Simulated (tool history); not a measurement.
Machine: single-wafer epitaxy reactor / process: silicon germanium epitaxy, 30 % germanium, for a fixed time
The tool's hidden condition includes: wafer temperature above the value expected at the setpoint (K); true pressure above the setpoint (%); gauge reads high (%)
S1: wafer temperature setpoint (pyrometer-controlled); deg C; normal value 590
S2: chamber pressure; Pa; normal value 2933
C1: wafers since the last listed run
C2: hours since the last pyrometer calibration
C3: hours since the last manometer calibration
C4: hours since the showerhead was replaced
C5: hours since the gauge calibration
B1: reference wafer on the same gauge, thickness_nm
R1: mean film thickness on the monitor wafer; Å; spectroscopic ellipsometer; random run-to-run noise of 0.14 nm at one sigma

run,hour,S1,S2,C1,C2,C3,C4,C5,B1,R1
1,0,590,2933,0,2634.4,231.4,3685.7,772.7,58.724,507.45
2,64.2,590,2933,775,2698.6,295.6,3749.9,836.9,58.623,509.25
3,268.4,590,2933,2465,2902.8,499.8,3954.1,1041.1,58.758,506.87
# hour 282: pyrometer calibrated
4,300.7,590,2933,293,18.7,532.1,3986.4,1073.4,58.662,524.87
# hour 323.4: showerhead replaced
5,353.8,590,2933,544,71.8,585.2,30.4,1126.5,58.615,520.44
6,383.9,590,2933,363,101.9,615.3,60.5,1156.6,58.787,520.79
7,455.4,590,2933,863,173.4,686.8,132,1228.1,58.659,516.25
8,523.4,590,2933,821,241.4,754.8,200,1296.1,58.67,515.37
9,572.6,590,2933,594,290.6,804,249.2,1345.3,58.716,517.46
10,633.4,590,2933,734,351.4,864.8,310,1406.1,58.685,514.87
11,676.4,590,3160,519,394.4,907.8,353,1449.1,58.689,537.93
12,731.4,590,3160,664,449.4,962.8,408,1504.1,58.719,538.77
# hour 789.9: capacitance manometer re-zeroed and calibrated
13,803.1,590,3160,769,521.1,13.2,479.7,1575.8,58.746,537.05
14,849.9,590,2573,565,567.9,60,526.5,1622.6,58.742,480.47
15,918.1,597,3240,823,636.1,128.2,594.7,1690.8,58.679,625.12
16,957,575,3560,469,675,167.1,633.6,1729.7,58.71,415.02
17,995.5,590,2386,464,713.5,205.6,672.1,1768.2,58.731,459.01
18,1043.3,580,3453,577,761.3,253.4,719.9,1816,58.681,454.84
19,1081.4,595,2253,460,799.4,291.5,758,1854.1,58.751,489.8
20,1124.1,590,2933,515,842.1,334.2,800.7,1896.8,58.776,512.51
21,1186.2,590,2626,749,904.2,396.3,862.8,1958.9,58.756,482.58
22,1224.2,604,2933,458,942.2,434.3,900.8,1996.9,58.714,679.88
# hour 1271.6: gauge calibrated
23,1288.3,604,3320,774,1006.3,498.4,964.9,16.7,58.679,727.54
24,1359.9,584,2453,864,1077.9,570,1036.5,88.3,58.695,411.76
25,1427.7,579,3440,818,1145.7,637.8,1104.3,156.1,58.637,441.8
26,1454.6,580,2226,324,1172.6,664.7,1131.2,183,58.745,356.18
27,1505.1,595,2226,609,1223.1,715.2,1181.7,233.5,58.627,488.1
28,1538.4,586,3213,402,1256.4,748.5,1215,266.8,58.686,494.96
29,1589.9,590,2933,621,1307.9,800,1266.5,318.3,58.677,512.15
30,1645.6,590,2933,672,1363.6,855.7,1322.2,374,58.661,508.31
# hour 1690: capacitance manometer re-zeroed and calibrated
31,1708.7,578,2933,665,1426.7,18.7,1385.3,437.1,58.69,399.14
32,1762.3,590,2520,647,1480.3,72.3,1438.9,490.7,58.688,470.13
33,1807,600,2933,539,1525,117,1483.6,535.4,58.727,627.03
34,1863.8,590,2933,685,1581.8,173.8,1540.4,592.2,58.704,510.37
35,1892.1,585,2386,341,1610.1,202.1,1568.7,620.5,58.732,410.02
36,1922.6,601,2426,368,1640.6,232.6,1599.2,651,58.695,573.57

Same runs, no hidden state in the tool, same run-to-run variation:
run,R1
1,520.63
2,522.52
3,520.21
4,524.21
5,520.53
6,521.3
7,517.65
8,517.56
9,520.19
10,518.22
11,541.86
12,543.24
13,542.14
14,485.38
15,632.01
16,420.09
17,464.63
18,460.85
19,496.25
20,519.59
21,489.57
22,689.63
23,738.41
24,418.51
25,449.39
26,362.36
27,496.43
28,503.73
29,521.31
30,517.58
31,406.8
32,479.03
33,638.75
34,520.3
35,418.15
36,584.57
